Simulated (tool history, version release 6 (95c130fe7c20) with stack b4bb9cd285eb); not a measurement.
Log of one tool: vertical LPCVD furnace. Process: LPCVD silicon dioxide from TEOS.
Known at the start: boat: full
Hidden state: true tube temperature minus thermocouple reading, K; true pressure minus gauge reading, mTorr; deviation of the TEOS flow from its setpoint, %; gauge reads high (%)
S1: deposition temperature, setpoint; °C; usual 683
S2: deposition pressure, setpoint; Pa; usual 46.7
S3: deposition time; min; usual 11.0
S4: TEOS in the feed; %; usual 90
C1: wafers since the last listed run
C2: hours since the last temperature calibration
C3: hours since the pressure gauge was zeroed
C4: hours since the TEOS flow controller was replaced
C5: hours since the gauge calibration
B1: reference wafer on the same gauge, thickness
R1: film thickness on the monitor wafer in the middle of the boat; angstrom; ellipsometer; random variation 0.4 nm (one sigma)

run,hour,S1,S2,S3,S4,C1,C2,C3,C4,C5,B1,R1
1,0.0,683,46.7,11.0,90,0,3375.3,695.7,2786.8,2203.6,85.41,721.7
2,58.2,683,46.7,13.5,90,763,3433.5,753.9,2845.0,2261.8,85.28,899.0
3,138.6,683,46.7,13.5,90,1054,3513.9,834.3,2925.4,2342.2,85.33,885.5
4,204.9,683,42.0,11.0,90,869,3580.2,900.6,2991.7,2408.5,85.61,693.2
5,286.9,683,42.0,11.0,90,1075,3662.2,982.6,3073.7,2490.5,85.80,691.3
6,391.7,683,46.7,11.0,90,1375,3767.0,1087.4,3178.5,2595.3,85.78,736.1
# hour 404.7: gauge calibrated
7,438.0,683,46.7,11.0,90,607,3813.3,1133.7,3224.8,33.3,82.22,702.2
# hour 500.6: thermocouples replaced and temperature profile calibrated
8,501.1,683,46.7,11.0,90,513,0.5,1196.8,3287.9,96.4,82.36,703.3
9,546.1,683,46.7,11.0,83,590,45.5,1241.8,3332.9,141.4,82.42,677.6
10,592.3,683,46.7,11.0,97,606,91.7,1288.0,3379.1,187.6,82.57,733.1
11,683.6,683,46.7,11.0,90,1197,183.0,1379.3,3470.4,278.9,82.60,708.3
12,732.9,683,35.3,15.0,97,646,232.3,1428.6,3519.7,328.2,82.73,867.2
13,809.1,683,46.7,11.0,90,999,308.5,1504.8,3595.9,404.4,82.86,707.8
14,851.5,672,46.7,7.5,95,556,350.9,1547.2,3638.3,446.8,82.98,377.9
15,949.6,692,46.7,11.0,90,1287,449.0,1645.3,3736.4,544.9,83.07,882.9
16,989.9,687,46.7,15.0,90,528,489.3,1685.6,3776.7,585.2,83.03,1066.2
17,1041.6,692,41.3,13.5,78,678,541.0,1737.3,3828.4,636.9,83.17,950.8
18,1104.2,691,46.7,11.0,90,821,603.6,1799.9,3891.0,699.5,83.23,859.7
19,1179.6,683,46.7,11.0,76,989,679.0,1875.3,3966.4,774.9,83.37,650.5
20,1276.6,683,46.7,11.0,85,1272,776.0,1972.3,4063.4,871.9,83.57,692.4
21,1352.1,678,46.7,12.0,97,990,851.5,2047.8,4138.9,947.4,83.51,718.5
# hour 1428.2: TEOS flow controller replaced
# hour 1437.5: pressure gauge zeroed
22,1446.1,683,46.7,11.0,90,795,945.5,8.6,17.9,1041.4,83.80,713.9
23,1496.7,678,56.0,7.0,90,663,996.1,59.2,68.5,1092.0,83.85,440.3
24,1556.8,680,42.0,12.5,97,788,1056.2,119.3,128.6,1152.1,84.18,746.4
25,1614.3,683,46.7,11.0,90,754,1113.7,176.8,186.1,1209.6,84.22,718.2
26,1684.2,672,46.7,11.0,90,917,1183.6,246.7,256.0,1279.5,84.20,552.7
27,1738.4,683,52.0,11.0,90,711,1237.8,300.9,310.2,1333.7,84.50,766.5
28,1823.5,683,57.3,11.0,90,1116,1322.9,386.0,395.3,1418.8,84.54,791.7
29,1893.0,680,46.7,9.5,90,911,1392.4,455.5,464.8,1488.3,84.60,584.5
30,1984.2,683,42.0,9.0,97,1196,1483.6,546.7,556.0,1579.5,84.68,579.3
31,2058.5,683,46.7,11.0,90,974,1557.9,621.0,630.3,1653.8,84.72,724.1

4 ways to go on from here, each from the tool as it stands after run 31. What would each give?
A,2062.1,683,46.7,11.0,90,47,1561.5,624.6,633.9,1657.4,?,?
B,2062.1,689,38.0,11.0,90,47,1561.5,624.6,633.9,1657.4,?,?
C,2062.1,690,40.0,11.0,90,47,1561.5,624.6,633.9,1657.4,?,?
D,2062.1,694,46.7,7.5,90,47,1561.5,624.6,633.9,1657.4,?,?

run,B1,R1
A,84.67,722.8
B,84.67,753.0
C,84.67,791.1
D,84.67,640.4
Without the tool's hidden state the same runs would have given:
run,R1
A,697.9
B,727.1
C,763.9
D,618.4
